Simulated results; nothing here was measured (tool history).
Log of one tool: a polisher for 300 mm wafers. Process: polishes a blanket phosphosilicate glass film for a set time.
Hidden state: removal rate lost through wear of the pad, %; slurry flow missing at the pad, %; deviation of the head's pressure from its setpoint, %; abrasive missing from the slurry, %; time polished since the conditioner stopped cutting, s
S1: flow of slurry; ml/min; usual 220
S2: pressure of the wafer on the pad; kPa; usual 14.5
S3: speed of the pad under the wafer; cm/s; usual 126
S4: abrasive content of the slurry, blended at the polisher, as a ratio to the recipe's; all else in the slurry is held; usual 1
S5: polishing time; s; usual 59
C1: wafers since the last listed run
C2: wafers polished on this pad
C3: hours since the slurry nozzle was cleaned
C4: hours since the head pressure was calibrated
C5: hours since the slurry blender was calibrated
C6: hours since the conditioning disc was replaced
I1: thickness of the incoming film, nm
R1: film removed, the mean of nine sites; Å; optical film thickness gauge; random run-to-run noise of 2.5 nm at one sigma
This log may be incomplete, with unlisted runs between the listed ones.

run 1 hour=0 | S1=220 S2=14.5 S3=126 S4=1 S5=59 | C1=0 C2=374 C3=152.2 C4=658.7 C5=425.6 C6=129.6 | I1=1864.4 | R1=3361
run 2 hour=14 | S1=220 S2=14.5 S3=126 S4=1 S5=59 | C1=122 C2=496 C3=166.2 C4=672.7 C5=439.6 C6=143.6 | I1=1924.4 | R1=3336
-- hour=27.2 slurry blender recalibrated
run 3 hour=34.9 | S1=220 S2=11.7 S3=126 S4=1 S5=59 | C1=164 C2=661 C3=187.1 C4=693.6 C5=7.7 C6=164.5 | I1=1874.9 | R1=2750
-- hour=63 conditioning disc replaced and pad reconditioned
run 4 hour=63.3 | S1=220 S2=11.7 S3=126 S4=1 S5=59 | C1=230 C2=891 C3=215.5 C4=722 C5=36.1 C6=0.3 | I1=1880.4 | R1=2715
-- hour=77.3 worn pad replaced by a new one
run 5 hour=85 | S1=220 S2=11.7 S3=126 S4=1 S5=59 | C1=154 C2=66 C3=237.2 C4=743.7 C5=57.8 C6=22 | I1=1896 | R1=2765
run 6 hour=111.3 | S1=220 S2=14.5 S3=126 S4=1 S5=76 | C1=229 C2=296 C3=263.5 C4=770 C5=84.1 C6=48.3 | I1=1860.8 | R1=4314
run 7 hour=137.2 | S1=220 S2=14.5 S3=126 S4=1 S5=76 | C1=225 C2=521 C3=289.4 C4=795.9 C5=110 C6=74.2 | I1=1914.5 | R1=4298
run 8 hour=170.6 | S1=220 S2=14.5 S3=126 S4=1 S5=59 | C1=291 C2=813 C3=322.8 C4=829.3 C5=143.4 C6=107.6 | I1=1892.7 | R1=3333
run 9 hour=197.7 | S1=220 S2=14.5 S3=126 S4=1 S5=59 | C1=236 C2=1049 C3=349.9 C4=856.4 C5=170.5 C6=134.7 | I1=1905.8 | R1=3304
-- hour=202.7 head pressure recalibrated
-- hour=205.5 worn pad replaced by a new one
run 10 hour=211.4 | S1=220 S2=14.5 S3=126 S4=1 S5=59 | C1=77 C2=51 C3=363.6 C4=8.7 C5=184.2 C6=148.4 | I1=1902.1 | R1=3387
run 11 hour=242.6 | S1=220 S2=18.6 S3=82 S4=0.85 S5=69 | C1=271 C2=323 C3=394.8 C4=39.9 C5=215.4 C6=179.6 | I1=1922.3 | R1=3247
run 12 hour=275.6 | S1=180 S2=11 S3=126 S4=1.15 S5=59 | C1=287 C2=611 C3=427.8 C4=72.9 C5=248.4 C6=212.6 | I1=1853.1 | R1=2689

Run 13 is up next; what results do you expect?
-- hour=279.8 conditioning disc replaced and pad reconditioned
run 13 hour=307.8 | S1=220 S2=18.6 S3=142 S4=1.25 S5=42 | C1=263 C2=874 C3=460 C4=105.1 C5=280.6 C6=28 | I1=1857.4 | R1=?

R1: 3637 Å
If the tool had no hidden condition, the same run with the same run-to-run variation would have returned R1 3637 Å.
